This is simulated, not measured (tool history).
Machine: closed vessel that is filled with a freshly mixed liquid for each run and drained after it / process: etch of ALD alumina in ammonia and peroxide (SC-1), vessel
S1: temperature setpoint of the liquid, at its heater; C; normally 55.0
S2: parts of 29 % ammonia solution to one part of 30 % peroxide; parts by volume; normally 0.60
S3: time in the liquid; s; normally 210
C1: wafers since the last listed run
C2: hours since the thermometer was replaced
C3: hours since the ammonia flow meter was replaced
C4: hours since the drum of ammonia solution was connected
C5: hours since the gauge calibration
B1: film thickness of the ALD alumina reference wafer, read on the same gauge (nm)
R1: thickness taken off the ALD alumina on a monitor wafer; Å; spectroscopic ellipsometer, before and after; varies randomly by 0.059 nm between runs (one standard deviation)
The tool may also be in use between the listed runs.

run    hour    S1    S2   S3     C1      C2     C3     C4      C5      B1     R1
  1     0.0  55.0  0.60  210      0   622.6  720.1   92.1  1790.1  149.95  114.6
  2    50.8  55.0  0.60  210   5623   673.4  770.9  142.9  1840.9  150.01  115.1
  3    87.6  55.0  0.60  210   4073   710.2  807.7  179.7  1877.7  150.00  113.6
      119.9  -- ammonia flow meter replaced
  4   153.6  55.0  0.60  210   7195   776.2   33.7  245.7  1943.7  149.97  115.4
  5   191.2  55.0  0.60  210   4162   813.8   71.3  283.3  1981.3  149.99  115.3
  6   252.0  55.0  0.60  210   6730   874.6  132.1  344.1  2042.1  150.01  115.4
      268.4  -- new drum of ammonia solution connected
  7   322.1  55.0  0.60  210   7649   944.7  202.2   53.7  2112.2  150.04  114.4
  8   377.7  55.0  0.60  210   6154  1000.3  257.8  109.3  2167.8  149.99  115.3
  9   417.4  55.0  0.60  210   4394  1040.0  297.5  149.0  2207.5  150.02  114.6
      439.9  -- gauge calibrated
 10   483.8  62.0  0.40  125   7350  1106.4  363.9  215.4    43.9  149.95   94.2
 11   509.1  60.5  0.40  265   2800  1131.7  389.2  240.7    69.2  150.01  184.0
 12   578.9  55.0  0.60  210   7726  1201.5  459.0  310.5   139.0  149.97  115.1
 13   650.6  52.0  0.60  210   7936  1273.2  530.7  382.2   210.7  149.98   96.2
      657.5  -- new drum of ammonia solution connected
 14   708.9  64.5  0.60   95   6342  1331.5  589.0   51.4   269.0  149.99   84.4
 15   755.5  55.0  0.60  210   5158  1378.1  635.6   98.0   315.6  150.02  113.9
 16   813.5  62.5  0.80  125   6420  1436.1  693.6  156.0   373.6  150.00  102.1
 17   860.6  50.5  0.40  160   5213  1483.2  740.7  203.1   420.7  149.95   65.1
 18   899.4  61.0  0.60  245   4295  1522.0  779.5  241.9   459.5  150.05  179.0
      913.1  -- ammonia flow meter replaced
 19   960.7  55.0  0.30  155   6675  1583.3   47.6  303.2   520.8  150.03   78.2
 20   988.7  55.0  0.75  210   3099  1611.3   75.6  331.2   548.8  150.03  115.5
 21  1030.3  55.0  0.60  210   4605  1652.9  117.2  372.8   590.4  149.98  113.1
     1059.0  -- thermometer replaced
     1088.9  -- new drum of ammonia solution connected
 22  1100.3  55.0  0.60  210   7527    41.3  187.2   11.4   660.4  149.97  116.6
 23  1164.4  55.0  0.60  210   7095   105.4  251.3   75.5   724.5  150.01  115.6
 24  1219.6  62.0  0.40  125   6110   160.6  306.5  130.7   779.7  149.99   95.5
 25  1258.5  55.0  0.80  155   4306   199.5  345.4  169.6   818.6  150.02   88.2
 26  1288.6  64.5  0.60  265   3331   229.6  375.5  199.7   848.7  150.03  239.2
 27  1317.3  55.0  0.60   90   3177   258.3  404.2  228.4   877.4  150.00   50.0
 28  1429.3  55.0  0.60  210  12398   370.3  516.2  340.4   989.4  150.03  116.5
 29  1471.6  61.0  0.70  210   4682   412.6  558.5  382.7  1031.7  149.94  160.6

For some of the steps in R1 from one run to the next: how much would appear even if the tool had no hidden state, given the settings, what came in and random variation, and how much remains for the hidden state plus any gauge scatter that the measured result and the result without hidden state don't share?
Hidden state present: liquid colder than its thermometer reads (K); ammonia flow below the setpoint (%); ammonia solution weaker than its label (%); gauge reads high (%).
Run 17 -> 18: S1 50.5 -> 61.0, S2 0.40 -> 0.60, S3 160 -> 245. R1 +113.9 Å: hidden state -3.4, all else +117.3.
Run 21 -> 22: thermometer replaced, new drum of ammonia solution connected. R1 +3.5 Å: hidden state +3.4, all else +0.1.
Run 25 -> 26: S1 55.0 -> 64.5, S2 0.80 -> 0.60, S3 155 -> 265. R1 +151.0 Å: hidden state -1.3, all else +152.3.
Run 26 -> 27: S1 64.5 -> 55.0, S3 265 -> 90. R1 -189.2 Å: hidden state +1.5, all else -190.7.
